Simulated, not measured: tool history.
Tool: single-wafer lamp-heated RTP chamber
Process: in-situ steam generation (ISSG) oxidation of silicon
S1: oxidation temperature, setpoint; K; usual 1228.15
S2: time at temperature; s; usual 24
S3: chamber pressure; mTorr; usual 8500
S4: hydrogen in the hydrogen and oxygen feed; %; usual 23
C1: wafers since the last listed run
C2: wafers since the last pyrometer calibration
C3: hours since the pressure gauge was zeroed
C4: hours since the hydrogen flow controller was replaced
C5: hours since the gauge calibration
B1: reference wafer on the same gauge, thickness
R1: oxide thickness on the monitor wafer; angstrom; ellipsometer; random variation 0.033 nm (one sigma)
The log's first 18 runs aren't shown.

| run | hour | S1 | S2 | S3 | S4 | C1 | C2 | C3 | C4 | C5 | B1 | R1 |
|---|---|---|---|---|---|---|---|---|---|---|---|---|
| 19 | 901.7 | 1237.15 | 33 | 7000 | 26 | 600 | 4749 | 639.1 | 530.6 | 190.7 | 5.751 | 71.01 |
| 20 | 951.5 | 1241.15 | 19 | 9700 | 26 | 552 | 5302 | 688.9 | 580.4 | 240.5 | 5.761 | 55.09 |
| 21 | 979.1 | 1216.15 | 24 | 8900 | 20 | 306 | 5608 | 716.5 | 608 | 268.1 | 5.76 | 53.97 |
| 22 | 1033.6 | 1216.15 | 24 | 9500 | 23 | 605 | 6213 | 771 | 662.5 | 322.6 | 5.754 | 55.25 |
| 23 | 1065.7 | 1214.15 | 24 | 7200 | 23 | 356 | 6569 | 803.1 | 694.6 | 354.7 | 5.757 | 56.5 |
|  | 1083.9 | pyrometer window cleaned and pyrometer calibrated |
| 24 | 1095.7 | 1228.15 | 17 | 7700 | 18 | 244 | 130 | 833.1 | 724.6 | 384.7 | 5.741 | 46.53 |
| 25 | 1153 | 1228.15 | 24 | 8500 | 17 | 636 | 767 | 890.4 | 781.9 | 442 | 5.741 | 53.21 |
| 26 | 1186.3 | 1228.15 | 24 | 8500 | 23 | 369 | 1136 | 923.7 | 815.2 | 475.3 | 5.739 | 56.74 |
| 27 | 1231.4 | 1235.15 | 20 | 8500 | 23 | 500 | 1637 | 968.8 | 860.3 | 520.4 | 5.771 | 53.8 |
| 28 | 1430 | 1216.15 | 24 | 8900 | 20 | 2204 | 3842 | 1167.4 | 1058.9 | 719 | 5.768 | 53.03 |
| 29 | 1483.7 | 1228.15 | 24 | 8500 | 23 | 596 | 4438 | 1221.1 | 1112.6 | 772.7 | 5.751 | 56.82 |
| 30 | 1527.9 | 1228.15 | 24 | 7300 | 23 | 490 | 4928 | 1265.3 | 1156.8 | 816.9 | 5.746 | 57.88 |
| 31 | 1584.3 | 1219.15 | 24 | 7500 | 31 | 626 | 5555 | 1321.7 | 1213.2 | 873.3 | 5.766 | 60.45 |

4 ways to go on from here, each from the tool as it stands after run 31. What would each give?
| A | 1584.8 | 1228.15 | 24 | 8500 | 23 | 5 | 5560 | 1322.2 | 1213.7 | 873.8 | ? | ? |
| B | 1584.8 | 1244.15 | 24 | 7300 | 15 | 5 | 5560 | 1322.2 | 1213.7 | 873.8 | ? | ? |
| C | 1584.8 | 1228.15 | 30 | 8500 | 14 | 5 | 5560 | 1322.2 | 1213.7 | 873.8 | ? | ? |
| D | 1584.8 | 1228.15 | 20 | 8000 | 23 | 5 | 5560 | 1322.2 | 1213.7 | 873.8 | ? | ? |

| run | B1 | R1 |
|---|---|---|
| A | 5.749 | 57.99 |
| B | 5.749 | 55.81 |
| C | 5.749 | 57.77 |
| D | 5.749 | 53.81 |
Without the tool's hidden state the same runs would have given:
| run | R1 |
|---|---|
| A | 56.76 |
| B | 54.53 |
| C | 56.48 |
| D | 52.74 |
